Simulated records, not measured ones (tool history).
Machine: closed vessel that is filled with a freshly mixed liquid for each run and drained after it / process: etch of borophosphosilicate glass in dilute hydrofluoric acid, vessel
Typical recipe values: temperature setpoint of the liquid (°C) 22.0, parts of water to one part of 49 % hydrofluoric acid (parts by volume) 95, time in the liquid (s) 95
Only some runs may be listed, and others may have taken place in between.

run	hour	temperature setpoint of the liquid (°C)	parts of water to one part of 49 % hydrofluoric acid (parts by volume)	time in the liquid (s)	wafers since the last listed run	hours since the thermometer was replaced	hours since the hydrofluoric acid flow meter was replaced	hours since the gauge calibration	read-back film thickness of the borophosphosilicate glass reference wafer, read on the same gauge (nm)	thickness taken off the borophosphosilicate glass on a monitor wafer (angstrom)
1	0.0	22.0	95	95	0	3191.0	1228.3	55.3	119.98	505.7
2	8.8	22.0	95	95	641	3199.8	1237.1	64.1	119.97	501.4
3	21.3	22.0	95	95	911	3212.3	1249.6	76.6	120.01	501.0
4	36.9	22.0	95	95	1137	3227.9	1265.2	92.2	120.01	502.0
5	51.5	22.0	95	95	1064	3242.5	1279.8	106.8	120.01	500.1
6	57.7	22.0	95	95	452	3248.7	1286.0	113.0	120.04	498.6
7	67.7	22.0	95	95	729	3258.7	1296.0	123.0	119.99	500.5
8	82.9	22.0	95	95	1108	3273.9	1311.2	138.2	119.95	497.6
9	98.4	22.0	95	95	1130	3289.4	1326.7	153.7	119.99	499.4
10	105.7	22.0	95	95	532	3296.7	1334.0	161.0	119.98	498.6
# hour 113.2: gauge calibrated
11	115.8	22.0	80	95	736	3306.8	1344.1	2.6	120.01	604.5
12	123.7	24.0	50	80	576	3314.7	1352.0	10.5	120.05	919.9
13	132.0	22.0	95	95	605	3323.0	1360.3	18.8	120.03	496.6
# hour 142.1: hydrofluoric acid flow meter replaced
14	147.0	22.0	95	95	1020	3338.0	4.9	33.8	120.04	565.0
# hour 151.3: thermometer replaced
15	161.1	22.0	95	95	955	9.8	19.0	47.9	119.94	566.8
16	173.8	22.0	95	95	926	22.5	31.7	60.6	119.97	563.3
17	189.5	23.5	95	95	1144	38.2	47.4	76.3	120.02	598.4
18	196.8	17.5	95	120	532	45.5	54.7	83.6	120.03	588.8
19	204.3	19.5	110	70	546	53.0	62.2	91.1	119.98	319.4
20	215.2	20.0	115	75	794	63.9	73.1	102.0	119.99	330.1

Here are 5 independent what-if runs from the current tool condition. What would each one return?
A	215.9	22.0	95	95	51	64.6	73.8	102.7	?	?
B	215.9	25.0	65	125	51	64.6	73.8	102.7	?	?
C	215.9	26.5	45	115	51	64.6	73.8	102.7	?	?
D	215.9	26.5	95	95	51	64.6	73.8	102.7	?	?
E	215.9	22.0	110	145	51	64.6	73.8	102.7	?	?

run	read-back film thickness of the borophosphosilicate glass reference wafer, read on the same gauge (nm)	thickness taken off the borophosphosilicate glass on a monitor wafer (angstrom)
A	120.03	564.4
B	120.03	1272.9
C	120.03	1848.6
D	120.03	674.5
E	120.03	730.8
With the hidden condition removed and each run's random variation left untouched, the same runs would have given:
run	thickness taken off the borophosphosilicate glass on a monitor wafer (angstrom)
A	580.2
B	1307.8
C	1898.1
D	693.6
E	751.6

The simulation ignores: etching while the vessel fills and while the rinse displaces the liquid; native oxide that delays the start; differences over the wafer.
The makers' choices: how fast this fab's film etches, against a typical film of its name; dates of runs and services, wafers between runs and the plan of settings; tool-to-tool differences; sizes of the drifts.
